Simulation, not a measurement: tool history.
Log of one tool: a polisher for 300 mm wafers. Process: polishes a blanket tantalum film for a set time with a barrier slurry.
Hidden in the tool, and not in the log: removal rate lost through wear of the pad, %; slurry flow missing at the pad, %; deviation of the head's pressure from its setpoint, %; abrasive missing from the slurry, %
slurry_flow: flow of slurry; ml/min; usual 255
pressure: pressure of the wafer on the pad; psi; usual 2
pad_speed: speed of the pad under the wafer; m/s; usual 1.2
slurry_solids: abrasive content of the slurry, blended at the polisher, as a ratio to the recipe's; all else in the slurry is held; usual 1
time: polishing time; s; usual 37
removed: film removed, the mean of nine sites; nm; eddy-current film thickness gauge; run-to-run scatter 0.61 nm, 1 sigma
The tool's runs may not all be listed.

run,hour,slurry_flow,pressure,pad_speed,slurry_solids,time,wafers since the last listed run,wafers polished on this pad,hours since the slurry nozzle was cleaned,hours since the head pressure was calibrated,hours since the slurry blender was calibrated,"incoming thickness of the incoming film, nm",removed
1,0,255,2,1.2,1,46,0,4618,559,417.4,357.7,468.1,73.3
# hour 24.9: worn pad replaced by a new one
# hour 107.7: slurry blender recalibrated
2,108.2,255,2,1.2,1,37,1389,1105,667.2,525.6,0.5,470.3,64.1
# hour 153.9: slurry nozzle cleaned
3,178.4,255,2,1.2,1,37,940,2046,24.5,595.8,70.7,463.7,63.1
4,263,255,1.8,1.2,1.15,37,1150,3197,109.1,680.4,155.3,471.6,58
5,338.1,255,1.8,1.2,1.15,37,1021,4218,184.2,755.5,230.4,464.3,58.5
# hour 391.2: worn pad replaced by a new one
6,408.5,255,1.5,1.2,1,37,902,234,254.6,825.9,300.8,470.5,51.1
7,472,255,1.5,1.2,1,37,863,1098,318.1,889.4,364.3,475.2,48.9
# hour 493.4: slurry blender recalibrated
8,564.7,255,2.3,1.2,1,37,1233,2331,410.8,982.1,71.3,464,72.9
# hour 635.9: head pressure recalibrated
9,668.8,255,2.3,1.2,1,37,1388,3719,514.9,32.9,175.4,465.7,71.7
10,732.6,255,2,1.2,1,37,867,4587,578.7,96.7,239.2,463.1,60.8
11,813,255,2,1.2,1,45,1093,5680,659.1,177.1,319.6,472.7,72.7
# hour 829.8: worn pad replaced by a new one
# hour 842.7: slurry nozzle cleaned
12,882.2,255,2,1.2,1,45,872,698,39.5,246.3,388.8,465.8,77.7
# hour 926.5: slurry blender recalibrated
13,958.9,255,1.6,1.2,1,37,1015,1714,116.2,323,32.4,479.9,49.9
14,1052.3,255,1.6,1.2,1,37,1270,2984,209.6,416.4,125.8,465.4,48.5
15,1112.7,255,1.7,1.4,1,45,821,3806,270,476.8,186.2,470,68.1
16,1160.8,255,2.5,1.2,1,37,654,4460,318.1,524.9,234.3,473.5,75
# hour 1217.8: worn pad replaced by a new one
17,1223.7,255,2,1.2,1,37,800,80,381,587.8,297.2,479.4,67.9
18,1275.9,220,2,1.2,1,25,709,790,433.2,640,349.4,470.4,43.9
19,1365.3,255,2.6,1.2,1,45,1215,2005,522.6,729.4,438.8,474.5,98.5
# hour 1395.5: slurry blender recalibrated
20,1411.4,255,2,1.2,1,37,599,2605,568.7,775.5,15.9,477.9,62.6
21,1491.4,315,2,1.2,1,31,1087,3693,648.7,855.5,95.9,466.6,52.6
22,1592.8,220,2,1.2,1,25,1378,5072,750.1,956.9,197.3,466.8,40.6
# hour 1614.2: slurry nozzle cleaned
# hour 1660.7: worn pad replaced by a new one
23,1661.8,255,2,1.2,1.1,45,870,14,47.6,1025.9,266.3,470.2,85.4
# hour 1707.7: head pressure recalibrated
24,1727.7,255,2.7,1.2,1,37,868,883,113.5,20,332.2,467.7,86.8
25,1768.4,255,1.8,1.2,1.15,37,553,1437,154.2,60.7,372.9,463.2,60.4
26,1805.3,170,2.7,1.2,1,37,501,1938,191.1,97.6,409.8,463.9,80.7
# hour 1838.9: slurry blender recalibrated
27,1910.3,220,2,1.2,1,45,1400,3339,296.1,202.6,71.4,464.8,72.7
28,2016.5,280,2,1.2,1,48,1444,4783,402.3,308.8,177.6,462.9,79.4
29,2070.6,255,2,1.2,1,42,735,5519,456.4,362.9,231.7,472.1,68.4

Predict each of these 3 candidate next runs independently; none follows another, all start after run 29:
A,2071,255,1.4,1.2,1,37,5,5524,456.8,363.3,232.1,471.6,?
B,2071,310,2,1.46,1.15,29,5,5524,456.8,363.3,232.1,471.6,?
C,2071,255,2,1.2,1,29,5,5524,456.8,363.3,232.1,471.6,?

run,removed
A,42
B,57.9
C,47
Take away the tool's hidden state, keep each run's random variation, and the runs would have read:
run,removed
A,47.9
B,66
C,53.6
